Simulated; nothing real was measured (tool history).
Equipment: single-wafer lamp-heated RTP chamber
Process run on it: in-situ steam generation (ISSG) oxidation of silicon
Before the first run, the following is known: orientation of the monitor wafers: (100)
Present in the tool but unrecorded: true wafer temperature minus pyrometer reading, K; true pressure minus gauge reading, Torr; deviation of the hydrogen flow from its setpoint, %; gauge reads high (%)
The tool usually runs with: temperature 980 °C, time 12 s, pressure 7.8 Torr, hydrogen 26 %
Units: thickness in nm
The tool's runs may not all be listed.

| run | day | temperature | time | pressure | hydrogen | wafers since the last listed run | wafers since the last pyrometer calibration | hours since the pressure gauge was zeroed | hours since the hydrogen flow controller was replaced | hours since the gauge calibration | read-back reference wafer on the same gauge, thickness | thickness |
|---|---|---|---|---|---|---|---|---|---|---|---|---|
| 1 | 0.000 | 980 | 12 | 7.8 | 26 | 0 | 3334 | 4552.3 | 4393.2 | 181.3 | 4.683 | 4.452 |
| 2 | 0.954 | 980 | 12 | 7.8 | 26 | 183 | 3517 | 4575.2 | 4416.1 | 204.2 | 4.684 | 4.469 |
| 3 | 2.238 | 980 | 12 | 7.8 | 26 | 246 | 3764 | 4606.0 | 4446.9 | 235.0 | 4.677 | 4.452 |
| 4 | 2.792 | 980 | 12 | 7.8 | 26 | 106 | 3870 | 4619.3 | 4460.2 | 248.3 | 4.682 | 4.453 |
| 5 | 6.646 | 980 | 9 | 7.8 | 23 | 740 | 4611 | 4711.8 | 4552.7 | 340.8 | 4.679 | 3.830 |
| 6 | 7.162 | 980 | 15 | 7.8 | 26 | 99 | 4710 | 4724.2 | 4565.1 | 353.2 | 4.680 | 4.914 |
| 7 | 8.638 | 980 | 12 | 7.8 | 26 | 283 | 4994 | 4759.6 | 4600.5 | 388.6 | 4.679 | 4.500 |
| 8 | 9.817 | 980 | 12 | 7.8 | 26 | 226 | 5220 | 4787.9 | 4628.8 | 416.9 | 4.679 | 4.495 |
| 9 | 11.104 | 980 | 12 | 7.8 | 26 | 247 | 5468 | 4818.8 | 4659.7 | 447.8 | 4.681 | 4.481 |
| 10 | 12.300 | 980 | 12 | 7.8 | 26 | 229 | 5697 | 4847.5 | 4688.4 | 476.5 | 4.675 | 4.520 |
| 11 | 13.338 | 980 | 12 | 7.8 | 26 | 199 | 5897 | 4872.4 | 4713.3 | 501.4 | 4.680 | 4.514 |
|  | 13.858 | hydrogen flow controller replaced |
| 12 | 14.438 | 980 | 12 | 7.8 | 26 | 147 | 6044 | 4898.8 | 13.9 | 527.8 | 4.687 | 4.500 |
|  | 15.046 | gauge calibrated |
| 13 | 15.338 | 980 | 12 | 8.8 | 26 | 172 | 6217 | 4920.4 | 35.5 | 7.0 | 4.679 | 4.482 |
|  | 16.662 | pressure gauge zeroed |
| 14 | 16.683 | 980 | 12 | 7.8 | 28 | 194 | 6412 | 0.5 | 67.8 | 39.3 | 4.678 | 4.597 |
| 15 | 17.654 | 986 | 12 | 8.2 | 17 | 186 | 6598 | 23.8 | 91.1 | 62.6 | 4.685 | 4.110 |
| 16 | 19.079 | 980 | 12 | 7.8 | 26 | 273 | 6872 | 58.0 | 125.3 | 96.8 | 4.682 | 4.526 |
| 17 | 19.946 | 973 | 12 | 8.8 | 26 | 166 | 7039 | 78.8 | 146.1 | 117.6 | 4.675 | 4.313 |
| 18 | 21.033 | 980 | 12 | 7.8 | 26 | 208 | 7248 | 104.9 | 172.2 | 143.7 | 4.685 | 4.520 |
| 19 | 22.258 | 980 | 12 | 7.2 | 18 | 235 | 7483 | 134.3 | 201.6 | 173.1 | 4.669 | 4.115 |
| 20 | 23.438 | 980 | 12 | 9.2 | 26 | 226 | 7710 | 162.6 | 229.9 | 201.4 | 4.672 | 4.445 |
| 21 | 24.000 | 980 | 12 | 7.4 | 20 | 108 | 7818 | 176.1 | 243.4 | 214.9 | 4.673 | 4.214 |
|  | 24.958 | pyrometer window cleaned and pyrometer calibrated |
| 22 | 24.979 | 980 | 12 | 9.2 | 32 | 124 | 3 | 199.6 | 266.9 | 238.4 | 4.678 | 4.573 |
| 23 | 26.129 | 992 | 12 | 6.9 | 32 | 220 | 224 | 227.2 | 294.5 | 266.0 | 4.681 | 4.812 |
| 24 | 26.788 | 980 | 16 | 8.8 | 26 | 126 | 351 | 243.0 | 310.3 | 281.8 | 4.673 | 4.917 |
| 25 | 27.404 | 980 | 9 | 7.8 | 26 | 118 | 469 | 257.8 | 325.1 | 296.6 | 4.679 | 3.970 |
| 26 | 27.958 | 980 | 12 | 8.7 | 26 | 106 | 576 | 271.1 | 338.4 | 309.9 | 4.678 | 4.368 |
| 27 | 29.292 | 980 | 12 | 7.8 | 26 | 256 | 832 | 303.1 | 370.4 | 341.9 | 4.671 | 4.428 |
| 28 | 31.896 | 980 | 8 | 7.8 | 26 | 500 | 1332 | 365.6 | 432.9 | 404.4 | 4.681 | 3.773 |
| 29 | 32.600 | 968 | 12 | 7.0 | 26 | 135 | 1468 | 382.5 | 449.8 | 421.3 | 4.678 | 4.287 |
| 30 | 33.304 | 985 | 9 | 7.8 | 19 | 135 | 1603 | 399.4 | 466.7 | 438.2 | 4.674 | 3.707 |
| 31 | 34.317 | 980 | 9 | 7.8 | 26 | 194 | 1798 | 423.7 | 491.0 | 462.5 | 4.683 | 3.968 |

Consider 4 possible next runs. They are alternatives, not a sequence: every one starts from the tool as it was left by run 31. What does each give?
| A | 34.333 | 992 | 12 | 7.8 | 26 | 3 | 1801 | 424.1 | 491.4 | 462.9 | ? | ? |
| B | 34.333 | 980 | 12 | 9.0 | 21 | 3 | 1801 | 424.1 | 491.4 | 462.9 | ? | ? |
| C | 34.333 | 980 | 7 | 7.8 | 26 | 3 | 1801 | 424.1 | 491.4 | 462.9 | ? | ? |
| D | 34.333 | 969 | 16 | 6.9 | 26 | 3 | 1801 | 424.1 | 491.4 | 462.9 | ? | ? |

| run | read-back reference wafer on the same gauge, thickness | thickness |
|---|---|---|
| A | 4.687 | 4.618 |
| B | 4.687 | 4.164 |
| C | 4.687 | 3.598 |
| D | 4.687 | 4.806 |
What these runs would have given with no unlogged condition in the tool:
| run | thickness |
|---|---|
| A | 4.526 |
| B | 4.088 |
| C | 3.546 |
| D | 4.716 |

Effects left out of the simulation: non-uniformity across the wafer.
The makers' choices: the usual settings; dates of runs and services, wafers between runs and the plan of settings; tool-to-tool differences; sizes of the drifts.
